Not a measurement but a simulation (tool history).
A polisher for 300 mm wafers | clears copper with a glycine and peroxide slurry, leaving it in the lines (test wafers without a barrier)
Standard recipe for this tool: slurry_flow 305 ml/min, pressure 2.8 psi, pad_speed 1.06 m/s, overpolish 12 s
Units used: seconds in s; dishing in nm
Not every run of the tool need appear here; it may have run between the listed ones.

run,hour,slurry_flow,pressure,pad_speed,overpolish,"incoming thickness of the incoming film, nm",seconds,dishing
1,0.0,305,2.8,1.28,12,772.2,133.0,30.0
# hour 24.0: worn pad replaced by a new one
2,26.1,305,2.8,1.28,12,763.7,136.9,30.0
3,47.1,305,2.8,0.84,12,755.8,196.3,24.2
# hour 66.0: slurry nozzle cleaned
4,77.0,305,2.8,0.84,12,761.0,185.3,24.6
5,109.7,305,2.8,0.84,12,768.9,187.4,26.5
6,129.1,305,2.8,1.06,12,755.4,146.7,27.4
7,151.7,305,2.8,1.06,12,762.5,150.8,26.9
# hour 181.4: head pressure recalibrated
8,181.9,305,2.8,1.06,12,774.3,157.7,27.7
# hour 190.3: worn pad replaced by a new one
9,287.6,305,2.8,1.06,12,754.2,163.3,25.7
10,302.7,305,2.8,1.06,12,768.5,167.0,26.9
# hour 307.5: slurry nozzle cleaned
11,324.2,305,2.8,1.06,12,753.6,149.1,27.8
# hour 337.1: worn pad replaced by a new one
12,338.5,330,2.8,1.06,12,751.5,147.5,27.6
13,371.3,305,2.5,1.06,12,750.8,163.3,26.3
14,389.3,305,2.5,1.06,12,752.3,166.1,27.0
15,404.7,350,2.8,0.78,12,761.7,192.2,24.7
16,440.0,360,2.8,0.88,8,767.4,177.3,19.6
17,471.5,240,2.8,1.06,12,769.6,162.2,26.1
# hour 477.1: worn pad replaced by a new one
18,483.7,305,2.8,1.06,12,770.1,158.6,27.4
19,529.4,305,2.8,1.06,7,754.2,156.9,20.1
20,551.0,305,2.8,1.24,17,764.3,148.7,32.0
# hour 556.3: slurry nozzle cleaned
21,568.1,305,2.8,1.06,12,755.1,147.3,26.5
# hour 573.8: head pressure recalibrated
22,599.1,255,3.8,0.80,8,763.0,153.1,23.1
23,627.7,250,3.3,1.22,17,759.2,119.1,34.9
# hour 643.0: worn pad replaced by a new one
24,648.6,305,2.8,1.06,12,764.8,153.4,26.9
25,680.9,305,2.8,1.06,17,752.1,147.1,32.6
26,711.1,355,3.1,1.06,8,760.6,143.4,23.2
27,738.0,305,2.1,1.36,12,764.0,160.0,26.4
# hour 759.4: slurry nozzle cleaned
28,762.7,305,3.6,1.06,6,749.6,119.7,20.4

3 options for the next run, each taken on its own from the tool as it stands now. Forecast them:
A,763.2,305,2.8,1.06,12,751.8,?,?
B,763.2,305,2.8,1.36,12,751.8,?,?
C,763.2,210,3.2,1.06,12,751.8,?,?

run,seconds,dishing
A,150.4,27.3
B,121.7,29.6
C,141.1,28.2
Take away the tool's hidden state, keep each run's random variation, and the runs would have read:
run,seconds,dishing
A,149.6,27.3
B,121.1,29.7
C,140.0,28.3
